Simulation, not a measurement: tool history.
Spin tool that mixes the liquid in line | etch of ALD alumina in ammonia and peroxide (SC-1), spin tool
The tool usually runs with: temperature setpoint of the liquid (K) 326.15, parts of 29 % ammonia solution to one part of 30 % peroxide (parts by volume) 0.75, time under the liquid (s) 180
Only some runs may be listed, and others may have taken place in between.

run    hour  temperature setpoint of the liquid (K)  parts of 29 % ammonia solution to one part of 30 % peroxide (parts by volume)  time under the liquid (s)  read-back film thickness of the ALD alumina reference wafer, read on the same gauge (nm)  thickness taken off the ALD alumina on a monitor wafer (angstrom)
  1     0.0                                  326.15                                                                           0.60                        265                                                                                     99.99                                                              140.3
  2    33.5                                  326.15                                                                           0.60                        265                                                                                     99.97                                                              141.6
  3    58.4                                  326.15                                                                           0.75                        180                                                                                     99.99                                                               97.8
  4   100.9                                  326.15                                                                           1.00                        220                                                                                     99.98                                                              122.4
      110.9  -- thermometer replaced
  5   165.2                                  322.65                                                                           0.40                        285                                                                                     99.99                                                              120.2
  6   218.9                                  326.15                                                                           0.75                        180                                                                                     99.99                                                               96.8
      266.6  -- ammonia flow meter replaced
  7   267.1                                  320.15                                                                           0.75                        100                                                                                     99.99                                                               38.4
  8   294.2                                  326.15                                                                           0.75                        100                                                                                    100.00                                                               53.7
  9   364.9                                  326.15                                                                           0.90                        220                                                                                     99.98                                                              118.9
 10   411.1                                  316.15                                                                           0.50                        265                                                                                     99.98                                                               78.0
 11   453.1                                  330.15                                                                           1.05                        180                                                                                    100.02                                                              122.2
 12   481.9                                  326.15                                                                           0.75                        285                                                                                    100.00                                                              150.6
 13   538.1                                  326.15                                                                           0.45                         75                                                                                     99.99                                                               37.7
 14   607.5                                  326.15                                                                           0.75                        180                                                                                     99.98                                                               94.9
      634.0  -- heated supply line repaired
 15   676.4                                  326.15                                                                           0.95                        180                                                                                    100.00                                                              100.5
      681.3  -- new drum of ammonia solution connected
 16   724.6                                  323.15                                                                           0.75                        180                                                                                    100.01                                                               83.5
 17   755.7                                  326.15                                                                           1.00                        110                                                                                    100.01                                                               62.0
 18   808.8                                  326.15                                                                           0.75                        180                                                                                    100.01                                                               97.7
 19   866.5                                  326.15                                                                           0.60                        145                                                                                    100.00                                                               77.2
      891.9  -- gauge calibrated
 20   908.9                                  335.15                                                                           0.95                        110                                                                                    100.03                                                               98.2
 21  1082.7                                  318.65                                                                           1.10                        180                                                                                     99.98                                                               66.3
 22  1125.4                                  320.65                                                                           0.60                         85                                                                                    100.00                                                               33.0
 23  1181.7                                  326.15                                                                           0.75                        120                                                                                     99.97                                                               64.6
 24  1213.9                                  326.15                                                                           0.75                         95                                                                                     99.98                                                               51.4

Below are 5 alternative next runs, each starting from the tool's condition after run 24. Predict each:
  A  1214.4                                  322.65                                                                           0.75                        180                                                                                         ?                                                                  ?
  B  1214.4                                  322.65                                                                           1.15                         90                                                                                         ?                                                                  ?
  C  1214.4                                  326.15                                                                           0.40                        265                                                                                         ?                                                                  ?
  D  1214.4                                  326.15                                                                           1.15                        180                                                                                         ?                                                                  ?
  E  1214.4                                  323.65                                                                           0.95                        180                                                                                         ?                                                                  ?

run  read-back film thickness of the ALD alumina reference wafer, read on the same gauge (nm)  thickness taken off the ALD alumina on a monitor wafer (angstrom)
  A                                                                                    100.00                                                               80.1
  B                                                                                    100.00                                                               41.7
  C                                                                                    100.00                                                              134.5
  D                                                                                    100.00                                                              101.0
  E                                                                                    100.00                                                               86.6
With no hidden state in the tool, these same runs would have given:
run  thickness taken off the ALD alumina on a monitor wafer (angstrom)
  A                                                               82.6
  B                                                               43.0
  C                                                              138.7
  D                                                              104.2
  E                                                               89.3
